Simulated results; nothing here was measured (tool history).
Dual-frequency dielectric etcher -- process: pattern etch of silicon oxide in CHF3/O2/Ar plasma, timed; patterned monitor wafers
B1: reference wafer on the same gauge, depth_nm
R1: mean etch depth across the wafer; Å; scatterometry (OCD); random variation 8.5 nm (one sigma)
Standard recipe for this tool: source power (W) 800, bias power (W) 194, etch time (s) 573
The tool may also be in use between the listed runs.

Run 1, hour 0: usual settings but bias power (W) 221; B1 1292.3. Result: R1 13274 Å.
Run 2, hour 76.2: usual settings; B1 1289.9. Result: R1 12661 Å.
Run 3, hour 105.4: usual settings but source power (W) 690; B1 1289.6. Result: R1 12014 Å.
At hour 115.8: source power generator calibrated.
Run 4, hour 136.3: usual settings but source power (W) 690; B1 1287. Result: R1 12040 Å.
Run 5, hour 159.6: usual settings but source power (W) 690; B1 1291.1. Result: R1 12076 Å.
Run 6, hour 194: usual settings; B1 1289.2. Result: R1 12915 Å.
Run 7, hour 208.9: usual settings; B1 1292.2. Result: R1 12866 Å.
Run 8, hour 239.4: usual settings but bias power (W) 229; B1 1288. Result: R1 13774 Å.
Run 9, hour 265: usual settings but bias power (W) 229; B1 1290.6. Result: R1 13690 Å.
Run 10, hour 292: usual settings but source power (W) 730, bias power (W) 234; B1 1292.8. Result: R1 13581 Å.
Run 11, hour 323.4: usual settings but bias power (W) 215, etch time (s) 533; B1 1289.5. Result: R1 12599 Å.
Run 12, hour 349.9: usual settings but bias power (W) 146, etch time (s) 743.5; B1 1288.1. Result: R1 15485 Å.
At hour 387.9: wet clean of the chamber.
Run 13, hour 388.4: usual settings but source power (W) 860; B1 1290.8. Result: R1 13200 Å.
Run 14, hour 407.9: usual settings but source power (W) 620, etch time (s) 463.5; B1 1287.8. Result: R1 9182 Å.
At hour 420.3: gauge calibrated.
Run 15, hour 430.3: usual settings; B1 1285.9. Result: R1 12602 Å.
At hour 448.7: bias power generator calibrated.
At hour 477.6: upper electrode replaced.
Run 16, hour 478.1: usual settings; B1 1288.2. Result: R1 12751 Å.
Run 17, hour 490.5: usual settings but bias power (W) 218; B1 1293.3. Result: R1 13247 Å.
Run 18, hour 506.7: usual settings but bias power (W) 146, etch time (s) 743.5; B1 1289. Result: R1 14842 Å.
Run 19, hour 533.5: usual settings but bias power (W) 220; B1 1289.4. Result: R1 13459 Å.
Run 20, hour 567.3: usual settings; B1 1294.1. Result: R1 13048 Å.
Run 21, hour 590.9: usual settings but bias power (W) 240; B1 1291.9. Result: R1 14084 Å.
Run 22, hour 612.2: usual settings but source power (W) 740, bias power (W) 162, etch time (s) 405; B1 1288.8. Result: R1 8277 Å.
Run 23, hour 633.8: usual settings but source power (W) 920, bias power (W) 174, etch time (s) 643.5; B1 1292.6. Result: R1 14909 Å.
Run 24, hour 661.8: usual settings but bias power (W) 157; B1 1290.6. Result: R1 12084 Å.
Run 25, hour 697.6: usual settings but etch time (s) 660.5; B1 1290.8. Result: R1 15208 Å.
Run 26, hour 725.9: usual settings; B1 1293.1. Result: R1 13159 Å.
Run 27, hour 741.4: usual settings but source power (W) 670, bias power (W) 157; B1 1294.4. Result: R1 11250 Å.
Run 28, hour 755.3: usual settings but source power (W) 990, bias power (W) 219; B1 1292.6. Result: R1 15000 Å.
Run 29, hour 779.3: usual settings; B1 1290.8. Result: R1 13247 Å.

Below are 5 alternative next runs, each starting from the tool's condition after run 29. Predict each:
Run A, hour 779.9: usual settings; B1 ?. Result: R1 ?.
Run B, hour 779.9: usual settings but source power (W) 950; B1 ?. Result: R1 ?.
Run C, hour 779.9: usual settings but source power (W) 680, bias power (W) 233, etch time (s) 714; B1 ?. Result: R1 ?.
Run D, hour 779.9: usual settings but bias power (W) 182; B1 ?. Result: R1 ?.
Run E, hour 779.9: usual settings but source power (W) 710, bias power (W) 178; B1 ?. Result: R1 ?.

run      B1     R1
  A  1288.2  13222
  B  1288.2  14172
  C  1288.2  16545
  D  1288.2  12909
  E  1288.2  12194
Stripped of hidden state, with their random variation kept, the same runs would have yielded:
run     R1
  A  12686
  B  13598
  C  15874
  D  12386
  E  11700

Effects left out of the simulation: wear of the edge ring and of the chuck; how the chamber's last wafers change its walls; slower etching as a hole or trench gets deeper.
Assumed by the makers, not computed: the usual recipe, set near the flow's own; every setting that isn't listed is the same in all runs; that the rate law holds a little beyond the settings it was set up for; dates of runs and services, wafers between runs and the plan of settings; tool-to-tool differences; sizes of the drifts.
